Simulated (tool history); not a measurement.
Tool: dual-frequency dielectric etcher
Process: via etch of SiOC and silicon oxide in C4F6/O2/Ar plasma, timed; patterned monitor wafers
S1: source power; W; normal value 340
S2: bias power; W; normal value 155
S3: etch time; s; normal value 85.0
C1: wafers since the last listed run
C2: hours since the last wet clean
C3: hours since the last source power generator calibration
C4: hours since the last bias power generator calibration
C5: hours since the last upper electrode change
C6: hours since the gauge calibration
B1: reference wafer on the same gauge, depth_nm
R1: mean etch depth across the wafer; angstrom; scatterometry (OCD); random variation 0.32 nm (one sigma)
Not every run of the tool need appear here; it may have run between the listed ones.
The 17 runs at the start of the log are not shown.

run	day	S1	S2	S3	C1	C2	C3	C4	C5	C6	B1	R1
18	36.558	340	155	85.0	392	244.0	1643.9	4241.7	5819.9	763.9	92.0	814
19	39.029	400	117	101.0	559	303.3	1703.2	4301.0	5879.2	823.2	92.0	916
# day 41.667: wet clean of the chamber
# day 44.954: bias power generator calibrated
20	45.542	340	138	85.0	1210	93.0	1859.5	14.1	6035.5	979.5	91.9	768
21	47.904	300	176	109.5	534	149.7	1916.2	70.8	6092.2	1036.2	91.9	1050
22	49.412	300	176	109.5	341	185.9	1952.4	107.0	6128.4	1072.4	92.0	1049
# day 54.242: upper electrode replaced, of another model than before
23	54.662	340	155	85.0	962	311.9	2078.4	233.0	10.1	1198.4	91.8	800
# day 57.192: gauge calibrated
# day 57.542: source power generator calibrated
# day 57.592: wet clean of the chamber
24	57.612	300	142	105.5	618	0.5	1.7	303.8	80.9	10.1	91.8	934
25	64.083	340	122	73.0	1464	155.8	157.0	459.1	236.2	165.4	91.9	671
26	66.725	310	121	85.0	597	219.2	220.4	522.5	299.6	228.8	91.9	731
27	69.204	270	183	63.5	561	278.7	279.9	582.0	359.1	288.3	91.9	560
28	70.804	340	155	100.5	362	317.1	318.3	620.4	397.5	326.7	91.9	978
29	72.525	340	155	77.5	389	358.4	359.6	661.7	438.8	368.0	91.9	758
# day 73.862: wet clean of the chamber
30	75.425	260	155	65.5	430	37.5	429.2	731.3	508.4	437.6	91.9	534

What if the next run were any one of these 3? Each begins from the tool's condition after run 30:
A	75.442	340	155	85.0	3	37.9	429.6	731.7	508.8	438.0	?	?
B	75.442	300	139	85.0	3	37.9	429.6	731.7	508.8	438.0	?	?
C	75.442	390	125	85.0	3	37.9	429.6	731.7	508.8	438.0	?	?

run	B1	R1
A	91.8	828
B	91.8	743
C	91.8	850
Take away the tool's hidden state, keep each run's random variation, and the runs would have read:
run	R1
A	830
B	745
C	852
